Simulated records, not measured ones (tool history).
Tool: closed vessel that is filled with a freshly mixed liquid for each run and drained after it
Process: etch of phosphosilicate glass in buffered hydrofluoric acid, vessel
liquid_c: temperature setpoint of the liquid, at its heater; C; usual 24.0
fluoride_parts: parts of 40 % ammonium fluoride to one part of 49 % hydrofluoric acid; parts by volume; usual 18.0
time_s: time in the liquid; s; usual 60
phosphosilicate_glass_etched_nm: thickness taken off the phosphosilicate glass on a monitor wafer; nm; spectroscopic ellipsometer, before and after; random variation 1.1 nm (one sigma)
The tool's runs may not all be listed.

run    hour  liquid_c  fluoride_parts  time_s  wafers since the last listed run  hours since the thermometer was replaced  hours since the hydrofluoric acid flow meter was replaced  hours since the gauge calibration  read-back film thickness of the phosphosilicate glass reference wafer, read on the same gauge (nm)  phosphosilicate_glass_etched_nm
  1     0.0      27.0            18.0      60                                 0                                     942.2                                                     1841.4                             1061.9                                                                                              110.07                           220.27
  2    64.2      21.0            18.0      60                              6769                                    1006.4                                                     1905.6                             1126.1                                                                                              110.00                           161.11
  3   118.1      24.0            18.0      60                              5683                                    1060.3                                                     1959.5                             1180.0                                                                                              110.03                           189.97
      131.3  -- gauge calibrated
  4   187.0      24.0            18.0      70                              7265                                    1129.2                                                     2028.4                               55.7                                                                                              109.98                           220.33
  5   235.8      24.0            12.5      60                              5145                                    1178.0                                                     2077.2                              104.5                                                                                              110.01                           270.94
  6   292.2      24.0            14.5      60                              5946                                    1234.4                                                     2133.6                              160.9                                                                                              109.98                           234.45
  7   332.1      24.0            21.5      60                              4207                                    1274.3                                                     2173.5                              200.8                                                                                              110.02                           161.66
  8   361.8      24.0            21.5      60                              3131                                    1304.0                                                     2203.2                              230.5                                                                                              109.95                           161.89
  9   410.9      24.0            18.0      60                              5177                                    1353.1                                                     2252.3                              279.6                                                                                              110.00                           188.80
 10   448.9      27.0            21.5      85                              4006                                    1391.1                                                     2290.3                              317.6                                                                                              110.01                           267.91
 11   491.9      24.0            14.0      60                              4534                                    1434.1                                                     2333.3                              360.6                                                                                              110.00                           241.03
 12   562.2      20.5            20.5      45                              7412                                    1504.4                                                     2403.6                              430.9                                                                                              110.02                           102.55
 13   609.7      24.0            18.0      75                              5008                                    1551.9                                                     2451.1                              478.4                                                                                              110.03                           234.33
 14   674.7      21.0            13.5      60                              6853                                    1616.9                                                     2516.1                              543.4                                                                                              109.97                           210.37
 15   730.4      24.0            14.0      60                              5873                                    1672.6                                                     2571.8                              599.1                                                                                              110.00                           242.13
 16   782.6      28.0            20.5      80                              5504                                    1724.8                                                     2624.0                              651.3                                                                                              110.00                           275.66
      810.1  -- hydrofluoric acid flow meter replaced
 17   844.1      27.5            16.0      60                              6379                                    1786.3                                                       34.0                              712.8                                                                                              109.98                           255.07
 18   869.4      24.0            20.0      30                              2667                                    1811.6                                                       59.3                              738.1                                                                                              109.99                            84.73
      879.9  -- thermometer replaced
 19   908.8      24.0            18.0      60                              4049                                      28.9                                                       98.7                              777.5                                                                                              110.03                           187.67
 20   976.1      24.0            18.0      60                              7096                                      96.2                                                      166.0                              844.8                                                                                              109.97                           186.86
 21  1026.2      24.0            18.0      60                              5282                                     146.3                                                      216.1                              894.9                                                                                              110.00                           187.67

The next listed run, before its measurement:
 22  1105.2      20.0            18.0      60                              8329                                     225.3                                                      295.1                              973.9                                                                                                   ?                                ?

{"run 22": {"read-back film thickness of the phosphosilicate glass reference wafer, read on the same gauge (nm)": 110.01, "phosphosilicate_glass_etched_nm": 151.26}}
Without the tool's hidden state the same run would have given phosphosilicate_glass_etched_nm 151.26 nm.
